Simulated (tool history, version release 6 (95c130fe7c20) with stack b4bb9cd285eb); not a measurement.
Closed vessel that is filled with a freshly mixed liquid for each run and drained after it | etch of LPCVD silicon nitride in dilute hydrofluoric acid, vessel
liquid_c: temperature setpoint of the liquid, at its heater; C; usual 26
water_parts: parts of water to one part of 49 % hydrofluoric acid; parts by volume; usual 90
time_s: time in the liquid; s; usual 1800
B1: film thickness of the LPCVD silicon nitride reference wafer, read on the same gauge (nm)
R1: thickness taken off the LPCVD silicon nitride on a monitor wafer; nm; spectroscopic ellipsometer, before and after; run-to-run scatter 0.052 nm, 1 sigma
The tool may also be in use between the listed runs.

Run 1, day 0: usual settings; B1 120.87. Result: R1 9.55 nm.
Run 2, day 1.158: usual settings; B1 120.94. Result: R1 9.52 nm.
Run 3, day 3.662: usual settings but liquid_c 27 C; B1 121. Result: R1 10.22 nm.
Run 4, day 6.112: usual settings but water_parts 70 parts by volume, time_s 1145 s; B1 121.09. Result: R1 7.77 nm.
Run 5, day 7.954: usual settings but water_parts 70 parts by volume, time_s 1145 s; B1 121.18. Result: R1 7.85 nm.
Run 6, day 10.771: usual settings but water_parts 70 parts by volume, time_s 1145 s; B1 121.29. Result: R1 7.81 nm.
Run 7, day 13.212: usual settings; B1 121.37. Result: R1 9.59 nm.
Run 8, day 15.067: usual settings; B1 121.45. Result: R1 9.65 nm.
Run 9, day 16.717: usual settings but liquid_c 28.5 C; B1 121.53. Result: R1 11.22 nm.
Run 10, day 17.733: usual settings but liquid_c 28.5 C; B1 121.58. Result: R1 11.23 nm.
Run 11, day 18.804: usual settings but liquid_c 29.5 C, water_parts 100 parts by volume; B1 121.58. Result: R1 10.87 nm.
Run 12, day 20.542: usual settings but liquid_c 29.5 C, water_parts 100 parts by volume; B1 121.64. Result: R1 10.83 nm.
Run 13, day 22.033: usual settings but liquid_c 30.5 C; B1 121.71. Result: R1 12.77 nm.
Run 14, day 24.921: usual settings but liquid_c 30 C, water_parts 70 parts by volume, time_s 2345 s; B1 121.8. Result: R1 20.83 nm.
At day 25.683: hydrofluoric acid flow meter replaced.
Run 15, day 26.188: usual settings but liquid_c 23.5 C, water_parts 115 parts by volume, time_s 2115 s; B1 121.88. Result: R1 7.55 nm.
Run 16, day 27.742: usual settings but liquid_c 24.5 C, water_parts 125 parts by volume, time_s 2630 s; B1 121.95. Result: R1 9.22 nm.
Run 17, day 29.146: usual settings but liquid_c 22.5 C, water_parts 75 parts by volume, time_s 1425 s; B1 122. Result: R1 7.21 nm.
Run 18, day 31.233: usual settings; B1 122.05. Result: R1 9.63 nm.
Run 19, day 33.325: usual settings but liquid_c 23.5 C, water_parts 125 parts by volume; B1 122.14. Result: R1 5.88 nm.
Run 20, day 34.592: usual settings but liquid_c 23.5 C, water_parts 125 parts by volume; B1 122.2. Result: R1 5.9 nm.
Run 21, day 36.054: usual settings but water_parts 70 parts by volume, time_s 1145 s; B1 122.26. Result: R1 7.9 nm.
At day 36.921: thermometer replaced.
Run 22, day 37.146: usual settings but water_parts 100 parts by volume; B1 122.29. Result: R1 8.74 nm.
Run 23, day 39.392: usual settings but liquid_c 29.5 C, water_parts 65 parts by volume; B1 122.37. Result: R1 16.86 nm.
Run 24, day 41.738: usual settings; B1 122.48. Result: R1 9.66 nm.
At day 42.696: gauge calibrated.
Run 25, day 43.329: usual settings but liquid_c 22.5 C, water_parts 75 parts by volume, time_s 1425 s; B1 120.25. Result: R1 7.11 nm.
Run 26, day 51.383: usual settings but time_s 1495 s; B1 120.54. Result: R1 7.85 nm.
Run 27, day 52.496: usual settings but water_parts 55 parts by volume, time_s 2640 s; B1 120.58. Result: R1 22.86 nm.
Run 28, day 54.662: usual settings; B1 120.68. Result: R1 9.54 nm.
Run 29, day 57.467: usual settings but water_parts 55 parts by volume, time_s 1525 s; B1 120.77. Result: R1 13.16 nm.
Run 30, day 59.488: usual settings but liquid_c 30.5 C, time_s 2590 s; B1 120.84. Result: R1 18.17 nm.
Run 31, day 62.192: usual settings but water_parts 110 parts by volume; B1 120.96. Result: R1 7.82 nm.

Consider 5 possible next runs. They are alternatives, not a sequence: every one starts from the tool as it was left by run 31. What does each give?
Run A, day 62.242: usual settings; B1 ?. Result: R1 ?.
Run B, day 62.242: usual settings but liquid_c 22.5 C; B1 ?. Result: R1 ?.
Run C, day 62.242: usual settings but liquid_c 21.5 C; B1 ?. Result: R1 ?.
Run D, day 62.242: usual settings but liquid_c 24 C; B1 ?. Result: R1 ?.
Run E, day 62.242: usual settings but liquid_c 22 C, water_parts 110 parts by volume, time_s 2570 s; B1 ?. Result: R1 ?.

run      B1    R1
  A  120.93  9.58
  B  120.93   7.6
  C  120.93  7.11
  D  120.93   8.4
  E  120.93  8.62
Without the tool's unlogged condition, the same runs would have read:
run    R1
  A   9.5
  B  7.54
  C  7.05
  D  8.33
  E  8.55
